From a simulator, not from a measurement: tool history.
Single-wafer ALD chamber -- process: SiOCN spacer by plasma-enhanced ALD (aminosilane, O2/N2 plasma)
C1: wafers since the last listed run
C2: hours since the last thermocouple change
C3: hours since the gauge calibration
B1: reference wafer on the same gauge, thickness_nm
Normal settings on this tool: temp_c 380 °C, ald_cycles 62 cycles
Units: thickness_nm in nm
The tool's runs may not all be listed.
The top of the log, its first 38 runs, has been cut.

run 39 hour=2823.6 | temp_c=390 ald_cycles=72 | C1=373 C2=533.8 C3=628.5 | B1=3.747 | thickness_nm=4.19
run 40 hour=2901.8 | temp_c=372 ald_cycles=62 | C1=385 C2=612 C3=706.7 | B1=3.745 | thickness_nm=3.605
run 41 hour=2959.4 | temp_c=366 ald_cycles=51 | C1=283 C2=669.6 C3=764.3 | B1=3.738 | thickness_nm=2.955
run 42 hour=3031.2 | temp_c=373 ald_cycles=54 | C1=353 C2=741.4 C3=836.1 | B1=3.741 | thickness_nm=3.139
run 43 hour=3083.1 | temp_c=369 ald_cycles=52 | C1=255 C2=793.3 C3=888 | B1=3.742 | thickness_nm=3.026
run 44 hour=3147.2 | temp_c=390 ald_cycles=70 | C1=316 C2=857.4 C3=952.1 | B1=3.733 | thickness_nm=4.084
run 45 hour=3211 | temp_c=394 ald_cycles=74 | C1=314 C2=921.2 C3=1015.9 | B1=3.736 | thickness_nm=4.306
run 46 hour=3304.8 | temp_c=380 ald_cycles=62 | C1=462 C2=1015 C3=1109.7 | B1=3.732 | thickness_nm=3.603
run 47 hour=3386 | temp_c=380 ald_cycles=62 | C1=400 C2=1096.2 C3=1190.9 | B1=3.734 | thickness_nm=3.611

Forecast each of these 4 alternatives for the next run:
run A hour=3386.5 | temp_c=380 ald_cycles=62 | C1=2 C2=1096.7 C3=1191.4 | B1=? | thickness_nm=?
run B hour=3386.5 | temp_c=393 ald_cycles=55 | C1=2 C2=1096.7 C3=1191.4 | B1=? | thickness_nm=?
run C hour=3386.5 | temp_c=386 ald_cycles=70 | C1=2 C2=1096.7 C3=1191.4 | B1=? | thickness_nm=?
run D hour=3386.5 | temp_c=369 ald_cycles=71 | C1=2 C2=1096.7 C3=1191.4 | B1=? | thickness_nm=?

run=A B1=3.732 thickness_nm=3.604
run=B B1=3.732 thickness_nm=3.197
run=C B1=3.732 thickness_nm=4.069
run=D B1=3.732 thickness_nm=4.127
What these runs would have given with no unlogged condition in the tool:
run=A thickness_nm=3.639
run=B thickness_nm=3.228
run=C thickness_nm=4.108
run=D thickness_nm=4.167
